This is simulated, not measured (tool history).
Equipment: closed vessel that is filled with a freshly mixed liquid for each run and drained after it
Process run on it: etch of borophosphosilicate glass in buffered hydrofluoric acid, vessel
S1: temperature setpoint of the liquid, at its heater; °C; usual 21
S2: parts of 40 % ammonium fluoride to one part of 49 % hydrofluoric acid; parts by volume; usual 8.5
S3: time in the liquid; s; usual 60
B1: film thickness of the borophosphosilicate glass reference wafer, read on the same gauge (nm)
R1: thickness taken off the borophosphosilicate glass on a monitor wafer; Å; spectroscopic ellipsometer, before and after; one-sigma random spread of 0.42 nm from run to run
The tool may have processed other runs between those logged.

| run | hour | S1 | S2 | S3 | B1 | R1 |
|---|---|---|---|---|---|---|
| 1 | 0 | 21 | 8.5 | 60 | 119.96 | 795.2 |
| 2 | 69.5 | 21 | 8.5 | 60 | 120.05 | 800.1 |
| 3 | 141.2 | 21 | 8.5 | 60 | 120.07 | 790.2 |
| 4 | 193.4 | 21 | 8.5 | 60 | 120.02 | 790 |
| 5 | 218.2 | 19.5 | 8.5 | 60 | 119.96 | 724.5 |
|  | 395.8 | hydrofluoric acid flow meter replaced |
| 6 | 407.5 | 19.5 | 8.5 | 60 | 119.98 | 731.5 |
|  | 437.8 | thermometer replaced |
| 7 | 463.1 | 21 | 8.5 | 60 | 119.93 | 804.7 |
| 8 | 502.3 | 21 | 8.5 | 60 | 120.01 | 802.4 |
| 9 | 534.7 | 21 | 8.5 | 60 | 120 | 800.9 |
| 10 | 592.8 | 21 | 8.5 | 60 | 120.05 | 800.6 |
| 11 | 623.6 | 21 | 11 | 60 | 120.01 | 639.1 |
| 12 | 760.4 | 23 | 8.5 | 75 | 120.04 | 1099.1 |
| 13 | 795.7 | 21 | 7.5 | 90 | 120.03 | 1368.8 |
| 14 | 844.8 | 19.5 | 11 | 90 | 119.97 | 874.7 |
| 15 | 894.9 | 23 | 9.5 | 90 | 120.03 | 1207.2 |
|  | 922.6 | gauge calibrated |
| 16 | 948.6 | 21 | 8.5 | 60 | 120.02 | 793.1 |
| 17 | 1018.6 | 21 | 8.5 | 30 | 120.01 | 392.2 |
|  | 1056.9 | hydrofluoric acid flow meter replaced |
| 18 | 1063.7 | 24.5 | 11.5 | 60 | 120.01 | 745.2 |
| 19 | 1135.4 | 21 | 8.5 | 60 | 120.05 | 801.9 |
| 20 | 1186.2 | 21 | 8.5 | 60 | 120.04 | 798.8 |
| 21 | 1245.7 | 19.5 | 8.5 | 60 | 119.98 | 731.5 |

Forecast each of these 5 alternatives for the next run:
| A | 1246.4 | 21 | 8.5 | 60 | ? | ? |
| B | 1246.4 | 25 | 8.5 | 60 | ? | ? |
| C | 1246.4 | 21 | 8.5 | 35 | ? | ? |
| D | 1246.4 | 21 | 9.5 | 60 | ? | ? |
| E | 1246.4 | 17 | 6.5 | 60 | ? | ? |

| run | B1 | R1 |
|---|---|---|
| A | 119.96 | 802.5 |
| B | 119.96 | 996.7 |
| C | 119.96 | 468.1 |
| D | 119.96 | 731.6 |
| E | 119.96 | 851.4 |
Stripped of hidden state, with their random variation kept, the same runs would have yielded:
| run | R1 |
|---|---|
| A | 811.8 |
| B | 1008.2 |
| C | 473.6 |
| D | 736.6 |
| E | 859.5 |

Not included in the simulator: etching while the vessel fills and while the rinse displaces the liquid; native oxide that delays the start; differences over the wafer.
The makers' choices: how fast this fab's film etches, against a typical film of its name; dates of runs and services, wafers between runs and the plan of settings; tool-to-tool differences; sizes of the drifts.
